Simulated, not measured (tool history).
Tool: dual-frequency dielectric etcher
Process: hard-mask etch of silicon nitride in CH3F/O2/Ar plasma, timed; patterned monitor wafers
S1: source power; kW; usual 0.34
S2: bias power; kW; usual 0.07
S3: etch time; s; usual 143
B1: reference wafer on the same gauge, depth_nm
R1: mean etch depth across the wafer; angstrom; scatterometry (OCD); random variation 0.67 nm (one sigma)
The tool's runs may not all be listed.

run    hour    S1     S2     S3    B1    R1
  1       0  0.34   0.07    143  89.7   996
  2    53.6  0.34   0.07    143  89.7  1005
  3    82.1  0.28   0.07    143  89.8   963
  4   146.5  0.28   0.07    143  89.7   959
  5   208.7  0.28   0.07    143  89.9   964
  6   272.5  0.38   0.07    143  89.8  1051
  7   338.1  0.38   0.07    143  89.9  1045
      377.3  -- upper electrode replaced
  8   377.8  0.38   0.07    143  89.7  1068
      410.3  -- source power generator calibrated
  9   414.4  0.34   0.07    143  89.7  1015
 10   445.3  0.34   0.07    143  89.8  1020
 11   505.6  0.34   0.07    143  89.8  1046
      540.4  -- wet clean of the chamber
 12   650.4  0.34   0.07    143  89.9  1011
 13   701.4  0.34   0.07    143  89.9  1009
 14   752.4  0.34  0.083  166.5  89.8  1295
 15   782.9  0.34   0.07    143  89.9  1029
      798.5  -- bias power generator calibrated
 16   840.1  0.34   0.07    143  89.8  1025
 17   946.5  0.38  0.061    117  89.7   802
 18  1001.8   0.3   0.08  122.5  89.9   909
 19  1042.4   0.3   0.08  122.5  89.8   917
 20  1076.4  0.37   0.07    143  89.7  1081
 21  1135.4  0.31  0.057  159.5  89.8  1037
     1173.3  -- gauge calibrated
     1229.9  -- wet clean of the chamber
 22  1230.4  0.26   0.06    168  89.8  1009
 23  1249.5  0.34   0.07    143  89.9  1003
 24  1310.8  0.29   0.07    143  89.8   954
 25  1362.2  0.34   0.07    181  89.8  1280
 26  1415.3  0.37  0.085    143  89.9  1132
 27  1521.6   0.3   0.07    143  89.8   995
 28  1583.3  0.32   0.08  101.5  89.8   768
 29  1635.9  0.31   0.07  127.5  89.8   895

Forecast each of these 5 alternatives for the next run:
  A  1636.4  0.31   0.07  143   ?   ?
  B  1636.4  0.39  0.079  143   ?   ?
  C  1636.4  0.34  0.061  143   ?   ?
  D  1636.4  0.34  0.054  143   ?   ?
  E  1636.4  0.28  0.058  178   ?   ?

run    B1    R1
  A  89.8  1010
  B  89.8  1142
  C  89.8   964
  D  89.8   903
  E  89.8  1109
Without the tool's hidden state the same runs would have given:
run    R1
  A   977
  B  1105
  C   932
  D   874
  E  1073
